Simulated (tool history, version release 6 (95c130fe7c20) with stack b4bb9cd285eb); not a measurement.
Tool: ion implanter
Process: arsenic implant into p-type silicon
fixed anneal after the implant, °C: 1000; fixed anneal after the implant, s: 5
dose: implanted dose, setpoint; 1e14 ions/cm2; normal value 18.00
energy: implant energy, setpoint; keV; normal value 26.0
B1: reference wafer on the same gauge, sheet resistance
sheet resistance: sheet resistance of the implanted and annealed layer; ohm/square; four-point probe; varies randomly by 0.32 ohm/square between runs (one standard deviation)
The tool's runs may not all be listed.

Run 1, day 0.000: usual settings; B1 95.99. Result: sheet resistance 115.01 ohm/square.
Run 2, day 2.279: usual settings; B1 96.00. Result: sheet resistance 114.74 ohm/square.
Run 3, day 6.642: usual settings but dose 21.97 1e14 ions/cm2; B1 96.05. Result: sheet resistance 111.14 ohm/square.
Run 4, day 11.092: usual settings but dose 21.97 1e14 ions/cm2; B1 96.06. Result: sheet resistance 111.37 ohm/square.
Run 5, day 15.025: usual settings but dose 21.97 1e14 ions/cm2; B1 95.99. Result: sheet resistance 111.37 ohm/square.
Run 6, day 18.550: usual settings but dose 14.67 1e14 ions/cm2, energy 24.0 keV; B1 95.95. Result: sheet resistance 125.01 ohm/square.
Run 7, day 22.025: usual settings but dose 14.67 1e14 ions/cm2, energy 24.0 keV; B1 96.04. Result: sheet resistance 124.62 ohm/square.
Run 8, day 25.512: usual settings but dose 14.67 1e14 ions/cm2, energy 24.0 keV; B1 96.08. Result: sheet resistance 124.39 ohm/square.
Run 9, day 29.058: usual settings but energy 19.0 keV; B1 96.00. Result: sheet resistance 133.49 ohm/square.
Run 10, day 32.429: usual settings but energy 19.0 keV; B1 95.94. Result: sheet resistance 134.33 ohm/square.
Run 11, day 36.854: usual settings but energy 19.0 keV; B1 95.96. Result: sheet resistance 134.11 ohm/square.
At day 38.446: gauge calibrated.
Run 12, day 39.012: usual settings but dose 21.95 1e14 ions/cm2; B1 96.07. Result: sheet resistance 111.44 ohm/square.
Run 13, day 42.196: usual settings but dose 21.95 1e14 ions/cm2; B1 96.03. Result: sheet resistance 110.13 ohm/square.
At day 48.138: extraction supply calibrated.
Run 14, day 53.925: usual settings but dose 21.95 1e14 ions/cm2; B1 95.88. Result: sheet resistance 113.08 ohm/square.
Run 15, day 55.625: usual settings; B1 95.92. Result: sheet resistance 116.42 ohm/square.
Run 16, day 58.183: usual settings; B1 96.08. Result: sheet resistance 116.77 ohm/square.
Run 17, day 62.642: usual settings; B1 95.91. Result: sheet resistance 116.21 ohm/square.
Run 18, day 65.158: usual settings but dose 14.98 1e14 ions/cm2; B1 96.07. Result: sheet resistance 121.62 ohm/square.
Run 19, day 67.629: usual settings; B1 95.98. Result: sheet resistance 116.81 ohm/square.
Run 20, day 70.279: usual settings; B1 96.03. Result: sheet resistance 116.50 ohm/square.
Run 21, day 72.638: usual settings but dose 15.76 1e14 ions/cm2; B1 96.02. Result: sheet resistance 119.94 ohm/square.
Run 22, day 74.558: usual settings but dose 22.04 1e14 ions/cm2, energy 34.5 keV; B1 96.05. Result: sheet resistance 97.12 ohm/square.
At day 75.708: Faraday cup replaced and dose calibrated.
Run 23, day 78.438: usual settings but dose 22.97 1e14 ions/cm2, energy 34.0 keV; B1 96.08. Result: sheet resistance 96.96 ohm/square.
Run 24, day 80.767: usual settings but energy 21.0 keV; B1 95.95. Result: sheet resistance 128.74 ohm/square.
Run 25, day 82.675: usual settings but energy 33.5 keV; B1 96.03. Result: sheet resistance 102.69 ohm/square.
Run 26, day 91.379: usual settings but dose 14.12 1e14 ions/cm2, energy 28.5 keV; B1 95.88. Result: sheet resistance 118.52 ohm/square.
Run 27, day 92.929: usual settings but dose 20.19 1e14 ions/cm2, energy 17.5 keV; B1 96.05. Result: sheet resistance 138.74 ohm/square.
Run 28, day 96.408: usual settings but dose 15.52 1e14 ions/cm2, energy 30.5 keV; B1 96.05. Result: sheet resistance 111.30 ohm/square.
Run 29, day 98.546: usual settings; B1 96.08. Result: sheet resistance 116.46 ohm/square.
Run 30, day 101.542: usual settings but dose 21.39 1e14 ions/cm2, energy 30.0 keV; B1 95.83. Result: sheet resistance 104.86 ohm/square.
Run 31, day 104.850: usual settings but dose 22.97 1e14 ions/cm2, energy 33.5 keV; B1 95.97. Result: sheet resistance 97.45 ohm/square.
Run 32, day 107.529: usual settings; B1 96.08. Result: sheet resistance 115.81 ohm/square.
Run 33, day 113.238: usual settings but dose 20.95 1e14 ions/cm2, energy 17.5 keV; B1 96.14. Result: sheet resistance 137.42 ohm/square.
Run 34, day 117.008: usual settings but dose 22.80 1e14 ions/cm2; B1 95.96. Result: sheet resistance 111.81 ohm/square.
Run 35, day 118.571: usual settings but dose 21.01 1e14 ions/cm2, energy 33.5 keV; B1 96.13. Result: sheet resistance 99.30 ohm/square.
Run 36, day 122.579: usual settings; B1 96.02. Result: sheet resistance 116.08 ohm/square.
Run 37, day 125.233: usual settings; B1 95.98. Result: sheet resistance 115.14 ohm/square.
Run 38, day 126.842: usual settings; B1 95.93. Result: sheet resistance 115.65 ohm/square.

List, for all runs, the conditions of the tool that the log does not record:
deviation of the true dose from the Faraday cup's reading, %: 0 across all the runs
gauge reads high (%): 0 across all the runs
H1: deviation of the true energy from its setpoint, %
run       H1
  1     2.52
  2     2.59
  3     2.71
  4     2.84
  5     2.95
  6     3.05
  7     3.15
  8     3.25
  9     3.35
 10     3.45
 11     3.57
 12     3.64
 13     3.73
 14   -0.309
 15    -0.26
 16   -0.187
 17  -0.0593
 18   0.0127
 19   0.0833
 20    0.159
 21    0.227
 22    0.281
 23    0.392
 24    0.459
 25    0.514
 26    0.762
 27    0.807
 28    0.906
 29    0.967
 30     1.05
 31     1.15
 32     1.22
 33     1.39
 34      1.5
 35     1.54
 36     1.65
 37     1.73
 38     1.78
